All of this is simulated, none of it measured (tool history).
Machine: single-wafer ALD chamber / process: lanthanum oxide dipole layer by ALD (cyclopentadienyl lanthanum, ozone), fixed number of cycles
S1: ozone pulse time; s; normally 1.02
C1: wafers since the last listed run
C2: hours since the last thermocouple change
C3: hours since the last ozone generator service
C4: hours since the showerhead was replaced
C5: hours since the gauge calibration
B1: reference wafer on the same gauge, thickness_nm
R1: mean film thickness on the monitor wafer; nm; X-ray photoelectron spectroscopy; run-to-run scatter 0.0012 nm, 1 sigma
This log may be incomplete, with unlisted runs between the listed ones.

run 1 day=0 | S1=1.02 | C1=0 C2=128.3 C3=1239.5 C4=6338.6 C5=2025.6 | B1=0.546 | R1=0.484
run 2 day=2.15 | S1=1.25 | C1=723 C2=179.9 C3=1291.1 C4=6390.2 C5=2077.2 | B1=0.546 | R1=0.52
run 3 day=3.408 | S1=1.25 | C1=423 C2=210.1 C3=1321.3 C4=6420.4 C5=2107.4 | B1=0.546 | R1=0.522
-- day=4.438 gauge calibrated
run 4 day=4.558 | S1=1.25 | C1=387 C2=237.7 C3=1348.9 C4=6448 C5=2.9 | B1=0.546 | R1=0.519
-- day=6.238 ozone generator serviced
run 5 day=6.962 | S1=1.02 | C1=697 C2=295.4 C3=17.4 C4=6505.7 C5=60.6 | B1=0.546 | R1=0.49
run 6 day=9.929 | S1=1.02 | C1=998 C2=366.6 C3=88.6 C4=6576.9 C5=131.8 | B1=0.546 | R1=0.488
run 7 day=11.212 | S1=1.02 | C1=432 C2=397.4 C3=119.4 C4=6607.7 C5=162.6 | B1=0.546 | R1=0.486
run 8 day=13.129 | S1=0.93 | C1=645 C2=443.4 C3=165.4 C4=6653.7 C5=208.6 | B1=0.546 | R1=0.467
-- day=14.729 showerhead replaced
run 9 day=14.75 | S1=1.17 | C1=433 C2=482.3 C3=204.3 C4=0.5 C5=247.5 | B1=0.546 | R1=0.514
run 10 day=16.238 | S1=1.3 | C1=500 C2=518 C3=240 C4=36.2 C5=283.2 | B1=0.546 | R1=0.527
run 11 day=17.638 | S1=0.91 | C1=471 C2=551.6 C3=273.6 C4=69.8 C5=316.8 | B1=0.546 | R1=0.458
run 12 day=20.55 | S1=0.69 | C1=980 C2=621.5 C3=343.5 C4=139.7 C5=386.7 | B1=0.546 | R1=0.375
run 13 day=23.162 | S1=1.02 | C1=879 C2=684.2 C3=406.2 C4=202.4 C5=449.4 | B1=0.546 | R1=0.485
run 14 day=25.762 | S1=1.02 | C1=875 C2=746.6 C3=468.6 C4=264.8 C5=511.8 | B1=0.546 | R1=0.485
run 15 day=28.333 | S1=0.65 | C1=865 C2=808.3 C3=530.3 C4=326.5 C5=573.5 | B1=0.546 | R1=0.351
run 16 day=29.721 | S1=1.31 | C1=467 C2=841.6 C3=563.6 C4=359.8 C5=606.8 | B1=0.546 | R1=0.525

Run 17 has not been measured yet. What should we expect?
run 17 day=31.933 | S1=1.02 | C1=744 C2=894.7 C3=616.7 C4=412.9 C5=659.9 | B1=? | R1=?

B1: 0.546
R1: 0.482 nm
Were there no unlogged condition in the tool, this run, its random variation unchanged, would have produced R1 0.488 nm.
